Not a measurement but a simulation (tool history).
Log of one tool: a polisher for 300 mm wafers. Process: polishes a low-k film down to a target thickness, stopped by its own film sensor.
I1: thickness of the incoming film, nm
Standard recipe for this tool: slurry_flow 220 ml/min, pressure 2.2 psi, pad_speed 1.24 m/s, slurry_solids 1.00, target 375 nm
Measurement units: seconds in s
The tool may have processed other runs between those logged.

run 1 day=0.000 | slurry_flow=220 pressure=2.2 pad_speed=1.24 slurry_solids=1.00 target=375 | I1=456.5 | seconds=167.3
run 2 day=2.012 | slurry_flow=220 pressure=2.2 pad_speed=1.24 slurry_solids=1.00 target=375 | I1=447.3 | seconds=150.8
-- day=3.358 slurry nozzle cleaned
-- day=3.479 conditioning disc replaced and pad reconditioned
run 3 day=4.042 | slurry_flow=220 pressure=2.2 pad_speed=1.24 slurry_solids=1.00 target=375 | I1=452.4 | seconds=151.4
run 4 day=5.588 | slurry_flow=220 pressure=2.2 pad_speed=1.24 slurry_solids=1.00 target=375 | I1=446.5 | seconds=142.5
run 5 day=7.988 | slurry_flow=220 pressure=2.2 pad_speed=1.24 slurry_solids=1.00 target=375 | I1=454.8 | seconds=165.7
-- day=9.054 worn pad replaced by a new one
run 6 day=9.488 | slurry_flow=220 pressure=2.2 pad_speed=1.24 slurry_solids=1.00 target=375 | I1=453.2 | seconds=163.0
-- day=11.925 slurry blender recalibrated
run 7 day=14.483 | slurry_flow=220 pressure=2.0 pad_speed=1.24 slurry_solids=1.00 target=369 | I1=449.6 | seconds=192.4
-- day=15.471 slurry nozzle cleaned
run 8 day=16.904 | slurry_flow=220 pressure=2.2 pad_speed=1.44 slurry_solids=1.00 target=375 | I1=448.1 | seconds=150.9
-- day=17.983 conditioning disc replaced and pad reconditioned
run 9 day=18.554 | slurry_flow=220 pressure=2.2 pad_speed=1.24 slurry_solids=1.00 target=375 | I1=453.2 | seconds=161.6
run 10 day=19.796 | slurry_flow=220 pressure=2.2 pad_speed=1.24 slurry_solids=1.00 target=375 | I1=442.8 | seconds=143.7
-- day=21.012 head pressure recalibrated
-- day=21.229 worn pad replaced by a new one
run 11 day=21.908 | slurry_flow=220 pressure=2.2 pad_speed=1.24 slurry_solids=1.00 target=375 | I1=447.7 | seconds=133.3
run 12 day=23.854 | slurry_flow=220 pressure=2.2 pad_speed=1.52 slurry_solids=1.00 target=375 | I1=444.2 | seconds=113.5
-- day=24.038 slurry blender recalibrated
run 13 day=25.033 | slurry_flow=220 pressure=2.2 pad_speed=1.24 slurry_solids=1.20 target=375 | I1=450.3 | seconds=133.9
run 14 day=26.088 | slurry_flow=180 pressure=1.6 pad_speed=1.50 slurry_solids=0.75 target=375 | I1=455.2 | seconds=222.6
-- day=27.275 slurry nozzle cleaned
run 15 day=28.300 | slurry_flow=260 pressure=2.4 pad_speed=1.24 slurry_solids=1.25 target=392 | I1=446.5 | seconds=87.8
run 16 day=30.233 | slurry_flow=220 pressure=1.7 pad_speed=1.00 slurry_solids=1.00 target=363 | I1=442.1 | seconds=228.7
-- day=31.262 conditioning disc replaced and pad reconditioned
run 17 day=32.279 | slurry_flow=220 pressure=2.7 pad_speed=1.24 slurry_solids=1.00 target=375 | I1=447.0 | seconds=108.9
-- day=36.088 worn pad replaced by a new one
-- day=37.867 slurry blender recalibrated
run 18 day=38.096 | slurry_flow=185 pressure=2.2 pad_speed=1.24 slurry_solids=1.00 target=375 | I1=455.0 | seconds=160.3
-- day=41.750 slurry nozzle cleaned
-- day=44.408 conditioning disc replaced and pad reconditioned
run 19 day=46.883 | slurry_flow=155 pressure=2.2 pad_speed=1.10 slurry_solids=1.00 target=375 | I1=455.5 | seconds=176.5
-- day=48.758 worn pad replaced by a new one
run 20 day=49.821 | slurry_flow=220 pressure=2.2 pad_speed=1.24 slurry_solids=1.00 target=375 | I1=449.1 | seconds=147.4
run 21 day=52.467 | slurry_flow=220 pressure=2.2 pad_speed=1.24 slurry_solids=1.00 target=375 | I1=451.4 | seconds=156.2
-- day=52.738 slurry blender recalibrated
-- day=53.283 slurry nozzle cleaned
run 22 day=53.792 | slurry_flow=180 pressure=2.2 pad_speed=1.24 slurry_solids=1.00 target=375 | I1=454.1 | seconds=167.4
run 23 day=55.779 | slurry_flow=220 pressure=2.2 pad_speed=1.66 slurry_solids=0.75 target=375 | I1=446.6 | seconds=149.1
-- day=56.362 conditioning disc replaced and pad reconditioned
run 24 day=58.508 | slurry_flow=175 pressure=2.2 pad_speed=1.24 slurry_solids=1.00 target=396 | I1=449.7 | seconds=111.5

Here are 5 independent what-if runs from the current tool condition. What would each one return?
run A day=58.529 | slurry_flow=220 pressure=2.2 pad_speed=1.24 slurry_solids=1.00 target=375 | I1=451.5 | seconds=?
run B day=58.529 | slurry_flow=220 pressure=2.8 pad_speed=1.24 slurry_solids=1.00 target=375 | I1=451.5 | seconds=?
run C day=58.529 | slurry_flow=280 pressure=2.4 pad_speed=1.36 slurry_solids=1.00 target=367 | I1=451.5 | seconds=?
run D day=58.529 | slurry_flow=220 pressure=2.2 pad_speed=1.56 slurry_solids=1.00 target=375 | I1=451.5 | seconds=?
run E day=58.529 | slurry_flow=220 pressure=2.2 pad_speed=1.24 slurry_solids=1.00 target=350 | I1=451.5 | seconds=?

run=A seconds=152.4
run=B seconds=121.3
run=C seconds=142.3
run=D seconds=131.7
run=E seconds=202.3
What these runs would have given with no unlogged condition in the tool:
run=A seconds=136.8
run=B seconds=107.8
run=C seconds=126.8
run=D seconds=117.2
run=E seconds=181.5
